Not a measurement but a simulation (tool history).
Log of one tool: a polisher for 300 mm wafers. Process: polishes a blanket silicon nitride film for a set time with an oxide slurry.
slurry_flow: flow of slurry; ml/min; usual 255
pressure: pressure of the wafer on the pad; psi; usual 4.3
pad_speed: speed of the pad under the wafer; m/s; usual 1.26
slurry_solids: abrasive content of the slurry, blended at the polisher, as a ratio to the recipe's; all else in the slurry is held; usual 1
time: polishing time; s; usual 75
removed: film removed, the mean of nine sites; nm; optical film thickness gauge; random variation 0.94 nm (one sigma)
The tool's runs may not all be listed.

run	hour	slurry_flow	pressure	pad_speed	slurry_solids	time	incoming thickness of the incoming film, nm	removed
1	0	255	4.3	1.4	1	56	526.2	42
# hour 14.2: head pressure recalibrated
# hour 37.8: worn pad replaced by a new one
2	70.5	255	4.3	1.4	1	56	526.6	39.9
# hour 122.1: conditioning disc replaced and pad reconditioned
# hour 130.8: slurry blender recalibrated
# hour 163.1: slurry nozzle cleaned
3	207.9	255	4.3	1.26	1	75	520	59.6
4	274.8	255	4.3	1.26	1	75	526.6	57.5
5	351.4	255	4.3	1.26	1	75	533.2	57
6	602.4	255	4.3	1.26	1	75	531	52.6
# hour 615: head pressure recalibrated
# hour 630.2: worn pad replaced by a new one
7	672.6	255	4.3	1.26	1.15	75	530.5	55.8
# hour 680.9: slurry blender recalibrated
# hour 714.9: conditioning disc replaced and pad reconditioned
8	770.7	255	4.7	1.26	1	75	535	65.5
# hour 788: slurry nozzle cleaned
9	836.1	255	3.8	1.6	1	75	525.3	61.2
10	932.1	205	4.3	1.08	1	59	527.6	40.5
11	1010.4	255	4.3	1.26	0.85	75	535.1	48.1
12	1092	255	3.4	1.68	1	75	533.1	53
13	1154.2	255	4.3	1.26	1	75	534.9	51.7

Forecast run 14:
14	1230.7	310	3.6	1.42	1	75	526.1	?

Run 14 gave removed 49 nm.
Without the tool's hidden state the same run would have given removed 62.3 nm.

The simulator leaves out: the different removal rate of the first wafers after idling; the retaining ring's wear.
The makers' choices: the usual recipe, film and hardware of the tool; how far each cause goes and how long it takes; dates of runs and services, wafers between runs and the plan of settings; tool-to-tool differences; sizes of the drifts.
